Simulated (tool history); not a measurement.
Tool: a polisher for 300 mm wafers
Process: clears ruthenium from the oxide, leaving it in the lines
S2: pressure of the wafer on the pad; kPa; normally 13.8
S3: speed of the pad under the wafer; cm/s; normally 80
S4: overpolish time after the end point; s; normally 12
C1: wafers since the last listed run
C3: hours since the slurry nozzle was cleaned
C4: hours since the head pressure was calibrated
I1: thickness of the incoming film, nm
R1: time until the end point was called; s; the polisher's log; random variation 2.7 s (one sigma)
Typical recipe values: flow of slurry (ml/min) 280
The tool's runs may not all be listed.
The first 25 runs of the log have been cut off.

{"day": 61.721, "done": "worn pad replaced by a new one"}
{"run": 26, "day": 62.404, "flow of slurry (ml/min)": 280, "S2": 13.8, "S3": 80, "S4": 10, "C1": 903, "wafers polished on this pad": 112, "C3": 225.7, "C4": 317.6, "I1": 139.4, "R1": 170.2}
{"run": 27, "day": 64.108, "flow of slurry (ml/min)": 280, "S2": 13.8, "S3": 80, "S4": 12, "C1": 280, "wafers polished on this pad": 393, "C3": 266.6, "C4": 358.5, "I1": 140.1, "R1": 167.5}
{"run": 28, "day": 66.8, "flow of slurry (ml/min)": 320, "S2": 13.8, "S3": 80, "S4": 18, "C1": 443, "wafers polished on this pad": 836, "C3": 331.2, "C4": 423.1, "I1": 140.8, "R1": 162.5}
{"run": 29, "day": 69.429, "flow of slurry (ml/min)": 190, "S2": 16.5, "S3": 96, "S4": 12, "C1": 433, "wafers polished on this pad": 1270, "C3": 394.3, "C4": 486.2, "I1": 139.8, "R1": 127.9}
{"run": 30, "day": 70.867, "flow of slurry (ml/min)": 280, "S2": 13.8, "S3": 80, "S4": 15, "C1": 236, "wafers polished on this pad": 1507, "C3": 428.8, "C4": 520.7, "I1": 140.7, "R1": 170}
{"run": 31, "day": 73.788, "flow of slurry (ml/min)": 280, "S2": 13.8, "S3": 80, "S4": 12, "C1": 481, "wafers polished on this pad": 1988, "C3": 498.9, "C4": 590.8, "I1": 139.6, "R1": 159.6}
{"run": 32, "day": 75.088, "flow of slurry (ml/min)": 280, "S2": 11.7, "S3": 80, "S4": 12, "C1": 214, "wafers polished on this pad": 2202, "C3": 530.1, "C4": 622, "I1": 139.9, "R1": 180.1}
{"run": 33, "day": 77.321, "flow of slurry (ml/min)": 280, "S2": 13.8, "S3": 80, "S4": 12, "C1": 368, "wafers polished on this pad": 2570, "C3": 583.7, "C4": 675.6, "I1": 141.3, "R1": 167.6}
{"run": 34, "day": 79.483, "flow of slurry (ml/min)": 280, "S2": 13.8, "S3": 80, "S4": 12, "C1": 356, "wafers polished on this pad": 2927, "C3": 635.6, "C4": 727.5, "I1": 140.8, "R1": 162.2}
{"run": 35, "day": 82.358, "flow of slurry (ml/min)": 210, "S2": 15.9, "S3": 80, "S4": 7, "C1": 473, "wafers polished on this pad": 3401, "C3": 704.6, "C4": 796.5, "I1": 143, "R1": 162.2}
{"day": 84.729, "done": "worn pad replaced by a new one"}
{"run": 36, "day": 85.308, "flow of slurry (ml/min)": 280, "S2": 17.2, "S3": 100, "S4": 12, "C1": 458, "wafers polished on this pad": 95, "C3": 775.4, "C4": 867.3, "I1": 140.1, "R1": 112.7}

Below are 5 alternative next runs, each starting from the tool's condition after run 36. Predict each:
{"run": "A", "day": 85.329, "flow of slurry (ml/min)": 280, "S2": 13.8, "S3": 80, "S4": 12, "C1": 3, "wafers polished on this pad": 98, "C3": 775.9, "C4": 867.8, "I1": 139.3, "R1": "?"}
{"run": "B", "day": 85.329, "flow of slurry (ml/min)": 345, "S2": 10.3, "S3": 98, "S4": 12, "C1": 3, "wafers polished on this pad": 98, "C3": 775.9, "C4": 867.8, "I1": 139.3, "R1": "?"}
{"run": "C", "day": 85.329, "flow of slurry (ml/min)": 190, "S2": 16.5, "S3": 106, "S4": 6, "C1": 3, "wafers polished on this pad": 98, "C3": 775.9, "C4": 867.8, "I1": 139.3, "R1": "?"}
{"run": "D", "day": 85.329, "flow of slurry (ml/min)": 280, "S2": 11.7, "S3": 80, "S4": 19, "C1": 3, "wafers polished on this pad": 98, "C3": 775.9, "C4": 867.8, "I1": 139.3, "R1": "?"}
{"run": "E", "day": 85.329, "flow of slurry (ml/min)": 280, "S2": 17.9, "S3": 80, "S4": 8, "C1": 3, "wafers polished on this pad": 98, "C3": 775.9, "C4": 867.8, "I1": 139.3, "R1": "?"}

run=A R1=165.7
run=B R1=156.1
run=C R1=117.6
run=D R1=182.1
run=E R1=140.4
The same runs, with their run-to-run variation unchanged, on a tool lacking any hidden condition would have given:
run=A R1=165.7
run=B R1=156.1
run=C R1=117.6
run=D R1=182.1
run=E R1=140.4
